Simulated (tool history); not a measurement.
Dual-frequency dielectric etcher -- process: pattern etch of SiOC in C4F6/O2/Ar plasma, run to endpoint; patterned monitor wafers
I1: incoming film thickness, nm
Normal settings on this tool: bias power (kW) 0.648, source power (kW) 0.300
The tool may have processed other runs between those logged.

{"run": 1, "hour": 0.0, "bias power (kW)": 0.648, "source power (kW)": 0.3, "I1": 47.29, "endpoint time (s)": 14.8}
{"run": 2, "hour": 136.5, "bias power (kW)": 0.648, "source power (kW)": 0.3, "I1": 47.41, "endpoint time (s)": 14.8}
{"run": 3, "hour": 302.9, "bias power (kW)": 0.648, "source power (kW)": 0.3, "I1": 47.07, "endpoint time (s)": 14.4}
{"run": 4, "hour": 382.1, "bias power (kW)": 0.648, "source power (kW)": 0.3, "I1": 47.13, "endpoint time (s)": 15.4}
{"run": 5, "hour": 465.0, "bias power (kW)": 0.648, "source power (kW)": 0.3, "I1": 47.07, "endpoint time (s)": 15.2}
{"run": 6, "hour": 544.7, "bias power (kW)": 0.648, "source power (kW)": 0.3, "I1": 47.04, "endpoint time (s)": 15.1}
{"run": 7, "hour": 810.7, "bias power (kW)": 0.648, "source power (kW)": 0.3, "I1": 46.92, "endpoint time (s)": 14.7}
{"run": 8, "hour": 911.9, "bias power (kW)": 0.761, "source power (kW)": 0.3, "I1": 47.95, "endpoint time (s)": 13.8}
{"run": 9, "hour": 1126.0, "bias power (kW)": 0.761, "source power (kW)": 0.3, "I1": 46.96, "endpoint time (s)": 13.5}
{"run": 10, "hour": 1198.7, "bias power (kW)": 0.683, "source power (kW)": 0.3, "I1": 47.14, "endpoint time (s)": 14.6}
{"run": 11, "hour": 1281.3, "bias power (kW)": 0.683, "source power (kW)": 0.3, "I1": 47.37, "endpoint time (s)": 14.3}
{"run": 12, "hour": 1382.6, "bias power (kW)": 0.531, "source power (kW)": 0.3, "I1": 47.32, "endpoint time (s)": 17.0}
{"run": 13, "hour": 1440.1, "bias power (kW)": 0.531, "source power (kW)": 0.3, "I1": 47.11, "endpoint time (s)": 16.6}
{"run": 14, "hour": 1529.4, "bias power (kW)": 0.531, "source power (kW)": 0.3, "I1": 47.37, "endpoint time (s)": 17.4}
{"run": 15, "hour": 1579.1, "bias power (kW)": 0.648, "source power (kW)": 0.3, "I1": 47.59, "endpoint time (s)": 15.3}
{"run": 16, "hour": 1669.4, "bias power (kW)": 0.504, "source power (kW)": 0.27, "I1": 47.02, "endpoint time (s)": 18.0}
{"run": 17, "hour": 1723.4, "bias power (kW)": 0.768, "source power (kW)": 0.3, "I1": 46.71, "endpoint time (s)": 13.1}
{"run": 18, "hour": 1816.4, "bias power (kW)": 0.648, "source power (kW)": 0.3, "I1": 46.74, "endpoint time (s)": 14.8}
{"run": 19, "hour": 1915.9, "bias power (kW)": 0.579, "source power (kW)": 0.33, "I1": 47.28, "endpoint time (s)": 15.7}
{"run": 20, "hour": 2020.3, "bias power (kW)": 0.648, "source power (kW)": 0.3, "I1": 47.88, "endpoint time (s)": 15.5}
{"run": 21, "hour": 2068.5, "bias power (kW)": 0.648, "source power (kW)": 0.3, "I1": 46.83, "endpoint time (s)": 15.2}
{"run": 22, "hour": 2168.5, "bias power (kW)": 0.648, "source power (kW)": 0.3, "I1": 46.69, "endpoint time (s)": 14.9}
{"run": 23, "hour": 2246.8, "bias power (kW)": 0.731, "source power (kW)": 0.35, "I1": 46.99, "endpoint time (s)": 13.3}
{"run": 24, "hour": 2290.2, "bias power (kW)": 0.557, "source power (kW)": 0.3, "I1": 47.48, "endpoint time (s)": 16.5}
{"run": 25, "hour": 2365.8, "bias power (kW)": 0.745, "source power (kW)": 0.27, "I1": 47.54, "endpoint time (s)": 14.0}
{"run": 26, "hour": 2426.5, "bias power (kW)": 0.648, "source power (kW)": 0.3, "I1": 46.43, "endpoint time (s)": 14.4}
{"run": 27, "hour": 2520.6, "bias power (kW)": 0.699, "source power (kW)": 0.26, "I1": 47.36, "endpoint time (s)": 14.7}
{"run": 28, "hour": 2604.6, "bias power (kW)": 0.518, "source power (kW)": 0.34, "I1": 46.93, "endpoint time (s)": 17.1}
{"run": 29, "hour": 2634.1, "bias power (kW)": 0.536, "source power (kW)": 0.26, "I1": 47.42, "endpoint time (s)": 17.4}
{"run": 30, "hour": 2710.8, "bias power (kW)": 0.529, "source power (kW)": 0.3, "I1": 47.68, "endpoint time (s)": 16.9}
{"run": 31, "hour": 2763.9, "bias power (kW)": 0.531, "source power (kW)": 0.36, "I1": 47.53, "endpoint time (s)": 16.4}

Put back what was entered between runs (8 entries, withheld): which listed runs does each sit between, and how does the hidden state differ from the listed run before to the listed run after?
Run 3 -> run 4: wet clean of the chamber (hour 376.4)
  etch rate over this chamber's usual, %: 4.45 -> -1.58
  measured value less the no-hidden-state value, endpoint time (s): -0.6 -> +0.2
Run 8 -> run 9: bias power generator calibrated (hour 941.1); wet clean of the chamber (hour 968.6); upper electrode replaced (hour 1125.5)
  etch rate over this chamber's usual, %: 3.02 -> 0.963
  measured value less the no-hidden-state value, endpoint time (s): -0.4 -> -0.2
Run 13 -> run 14: wet clean of the chamber (hour 1504.7)
  etch rate over this chamber's usual, %: 3.69 -> -0.226
  measured value less the no-hidden-state value, endpoint time (s): -0.6 -> +0.1
Run 19 -> run 20: wet clean of the chamber (hour 2015.6)
  etch rate over this chamber's usual, %: 3.13 -> -0.704
  measured value less the no-hidden-state value, endpoint time (s): -0.5 -> +0.1
Run 22 -> run 23: source power generator calibrated (hour 2206.2)
  etch rate over this chamber's usual, %: 0.584 -> 1.26
  measured value less the no-hidden-state value, endpoint time (s): -0.1 -> -0.1
Run 27 -> run 28: wet clean of the chamber (hour 2604.1)
  etch rate over this chamber's usual, %: 3.64 -> 0.467
  measured value less the no-hidden-state value, endpoint time (s): -0.5 -> -0.1
